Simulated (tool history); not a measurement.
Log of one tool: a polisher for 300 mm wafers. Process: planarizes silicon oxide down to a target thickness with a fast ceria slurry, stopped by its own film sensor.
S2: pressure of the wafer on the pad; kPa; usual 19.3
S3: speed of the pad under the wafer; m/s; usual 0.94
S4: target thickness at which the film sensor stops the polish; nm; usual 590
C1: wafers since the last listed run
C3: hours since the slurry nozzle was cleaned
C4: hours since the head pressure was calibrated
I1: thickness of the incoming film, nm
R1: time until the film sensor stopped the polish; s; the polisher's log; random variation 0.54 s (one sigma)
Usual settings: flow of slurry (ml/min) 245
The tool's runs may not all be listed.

Run 1, hour 0: usual settings; C1 0; wafers polished on this pad 333; C3 374.3; C4 1380.5; I1 1540.9. Result: R1 72.4 s.
Run 2, hour 8.4: usual settings but flow of slurry (ml/min) 195; C1 127; wafers polished on this pad 460; C3 382.7; C4 1388.9; I1 1575.2. Result: R1 79.9 s.
Run 3, hour 21.7: usual settings but flow of slurry (ml/min) 195; C1 202; wafers polished on this pad 663; C3 396; C4 1402.2; I1 1539.1. Result: R1 78.7 s.
At hour 36: worn pad replaced by a new one.
Run 4, hour 36.5: usual settings; C1 164; wafers polished on this pad 7; C3 410.8; C4 1417; I1 1549.1. Result: R1 71.6 s.
Run 5, hour 40.9: usual settings; C1 67; wafers polished on this pad 74; C3 415.2; C4 1421.4; I1 1534.5. Result: R1 72.1 s.
Run 6, hour 48.1: usual settings; C1 109; wafers polished on this pad 183; C3 422.4; C4 1428.6; I1 1534.3. Result: R1 71.3 s.
Run 7, hour 56.2: usual settings but S3 1.06 m/s; C1 123; wafers polished on this pad 307; C3 430.5; C4 1436.7; I1 1545.5. Result: R1 67 s.
Run 8, hour 70.5: usual settings but S3 1.06 m/s; C1 217; wafers polished on this pad 524; C3 444.8; C4 1451; I1 1576.3. Result: R1 70.1 s.
Run 9, hour 82.2: usual settings; C1 178; wafers polished on this pad 703; C3 456.5; C4 1462.7; I1 1552.4. Result: R1 77.3 s.
At hour 92.9: worn pad replaced by a new one.
Run 10, hour 93.4: usual settings; C1 109; wafers polished on this pad 8; C3 467.7; C4 1473.9; I1 1544.4. Result: R1 72.4 s.
Run 11, hour 110.4: usual settings but S3 1.06 m/s, S4 421 nm; C1 258; wafers polished on this pad 267; C3 484.7; C4 1490.9; I1 1553.4. Result: R1 80.2 s.
Run 12, hour 118.7: usual settings but S3 1.06 m/s, S4 421 nm; C1 126; wafers polished on this pad 393; C3 493; C4 1499.2; I1 1528.1. Result: R1 78.1 s.
Run 13, hour 134.3: usual settings but S3 1.06 m/s, S4 421 nm; C1 237; wafers polished on this pad 631; C3 508.6; C4 1514.8; I1 1542.9. Result: R1 80.8 s.
At hour 138.6: slurry nozzle cleaned.
Run 14, hour 142.4: usual settings but S3 1.1 m/s; C1 108; wafers polished on this pad 739; C3 3.8; C4 1522.9; I1 1560.2. Result: R1 63.4 s.
At hour 150.2: worn pad replaced by a new one.
Run 15, hour 150.7: usual settings but flow of slurry (ml/min) 270; C1 65; wafers polished on this pad 8; C3 12.1; C4 1531.2; I1 1567.8. Result: R1 68.3 s.
Run 16, hour 162.6: usual settings but flow of slurry (ml/min) 290, S2 23.4 kPa, S3 0.7 m/s, S4 757 nm; C1 181; wafers polished on this pad 189; C3 24; C4 1543.1; I1 1562.5. Result: R1 54.6 s.
Run 17, hour 173.9: usual settings but S3 0.7 m/s, S4 273 nm; C1 172; wafers polished on this pad 361; C3 35.3; C4 1554.4; I1 1554.9. Result: R1 108.9 s.
At hour 182.1: head pressure recalibrated.
Run 18, hour 182.6: usual settings; C1 102; wafers polished on this pad 463; C3 44; C4 0.5; I1 1545.7. Result: R1 69.2 s.
Run 19, hour 189: usual settings but S2 23.4 kPa, S3 0.66 m/s, S4 345 nm; C1 97; wafers polished on this pad 561; C3 50.4; C4 6.9; I1 1559.3. Result: R1 91.1 s.
Run 20, hour 205.2: usual settings but S2 24.1 kPa, S4 689 nm; C1 246; wafers polished on this pad 807; C3 66.6; C4 23.1; I1 1532.3. Result: R1 50.8 s.
Run 21, hour 213.6: usual settings but S2 13.1 kPa, S4 856 nm; C1 127; wafers polished on this pad 935; C3 75; C4 31.5; I1 1547.7. Result: R1 79.2 s.

Forecast run 22:
At hour 219.1: worn pad replaced by a new one.
Run 22, hour 230.2: usual settings but flow of slurry (ml/min) 185, S2 22.1 kPa, S3 1.24 m/s, S4 716 nm; C1 191; wafers polished on this pad 169; C3 91.6; C4 48.1; I1 1567.8. Result: R1 ?.

Run 22 gave R1 45.8 s.
Without the tool's hidden state the same run would have given R1 43.9 s.
